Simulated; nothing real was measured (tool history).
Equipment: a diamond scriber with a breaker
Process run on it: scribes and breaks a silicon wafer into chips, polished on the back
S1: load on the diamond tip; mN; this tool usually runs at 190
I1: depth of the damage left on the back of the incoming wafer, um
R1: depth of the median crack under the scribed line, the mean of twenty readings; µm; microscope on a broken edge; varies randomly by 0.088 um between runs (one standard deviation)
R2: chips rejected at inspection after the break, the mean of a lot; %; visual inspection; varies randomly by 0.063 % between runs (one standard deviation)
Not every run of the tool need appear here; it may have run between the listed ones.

run	hour	S1	I1	R1	R2
1	0	190	0.03	8.04	1.83
2	47.7	145	0.04	6.45	9.34
3	109	145	0.04	6.4	8.82
4	180.8	162	0.02	7.03	4.36
5	247.2	190	0.02	7.99	1.65
# hour 296: diamond tip replaced by a new one
6	317.6	190	0.02	8.4	1.77
7	386.8	190	0.02	8.32	1.78
8	434.1	190	0.01	8.57	1.94
9	494.1	190	0.02	8.7	1.85
10	533.1	165	0.03	7.7	2.29
11	574.1	215	0.02	9.34	4.1
# hour 598.5: load on the tip recalibrated
12	608.1	164	0.02	7.23	3.44
13	633	150	0.04	6.81	6.34
14	666.9	168	0.03	7.33	3.2
15	710.3	228	0.02	9.26	3.78
# hour 750.4: diamond tip replaced by a new one
16	750.9	190	0.02	8.2	1.72
17	817	227	0.04	9.36	4.29
18	851.3	190	0.03	8.24	1.69
19	887.6	149	0.01	6.88	5.94

3 ways to go on from here, each from the tool as it stands after run 19. What would each give?
A	888.3	190	0.03	?	?
B	888.3	229	0.03	?	?
C	888.3	245	0.03	?	?

run	R1	R2
A	8.3	1.74
B	9.56	4.82
C	10.05	7.14
With the hidden condition removed and each run's random variation left untouched, the same runs would have given:
run	R1	R2
A	8.21	1.73
B	9.45	4.4
C	9.94	6.59
